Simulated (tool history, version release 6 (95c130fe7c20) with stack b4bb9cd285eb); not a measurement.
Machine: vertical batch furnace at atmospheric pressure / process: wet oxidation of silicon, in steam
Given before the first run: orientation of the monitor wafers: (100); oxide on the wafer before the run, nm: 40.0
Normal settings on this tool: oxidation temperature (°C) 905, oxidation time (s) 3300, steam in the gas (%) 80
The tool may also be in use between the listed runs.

run,day,oxidation temperature (°C),oxidation time (s),steam in the gas (%),wafers since the last listed run,hours since the last temperature calibration,hours since the steam generator was serviced,hours since the gauge calibration,"read-back reference wafer on the same gauge, thickness",oxide thickness on the monitor wafer (Å)
1,0.000,905,3300,80,0,2847.9,1128.5,68.0,133.94,1551.2
2,0.871,905,3300,80,200,2868.8,1149.4,88.9,133.97,1555.2
3,1.908,905,3300,80,239,2893.7,1174.3,113.8,133.97,1547.1
4,2.704,905,3300,80,183,2912.8,1193.4,132.9,134.08,1547.0
5,3.850,905,3300,80,264,2940.3,1220.9,160.4,133.98,1554.6
6,4.462,905,3300,80,141,2955.0,1235.6,175.1,134.09,1551.2
7,5.071,905,2040,80,140,2969.6,1250.2,189.7,134.13,1134.5
8,6.179,905,2040,80,255,2996.2,1276.8,216.3,133.74,1142.2
9,7.321,905,4680,80,263,3023.6,1304.2,243.7,133.86,1967.7
# day 9.100: thermocouples replaced and temperature profile calibrated
10,9.121,911,2310,87,184,0.5,1347.4,286.9,134.01,1369.2
# day 10.546: gauge calibrated
# day 10.742: steam generator serviced
11,10.762,925,3300,80,148,39.9,0.5,5.2,134.04,1968.0
12,11.058,905,4200,85,68,47.0,7.6,12.3,133.93,2010.3
13,11.975,923,2640,70,211,69.0,29.6,34.3,134.21,1505.9
14,13.212,905,3300,80,285,98.7,59.3,64.0,134.08,1617.3
15,14.646,915,3300,87,330,133.1,93.7,98.4,133.88,1888.4
16,16.017,905,3300,80,316,166.0,126.6,131.3,133.95,1606.5
17,16.683,926,4650,68,153,182.0,142.6,147.3,133.96,2228.7

Alternative continuations, all from the tool just after run 17; predict every row:
A,16.854,905,4740,80,39,186.1,146.7,151.4,?,?
B,16.854,923,4560,89,39,186.1,146.7,151.4,?,?
C,16.854,905,3300,90,39,186.1,146.7,151.4,?,?

run,"read-back reference wafer on the same gauge, thickness",oxide thickness on the monitor wafer (Å)
A,134.00,2076.3
B,134.00,2586.2
C,134.00,1747.2
The same runs, with their run-to-run variation unchanged, on a tool lacking any hidden condition would have given:
run,oxide thickness on the monitor wafer (Å)
A,2112.2
B,2630.9
C,1776.6
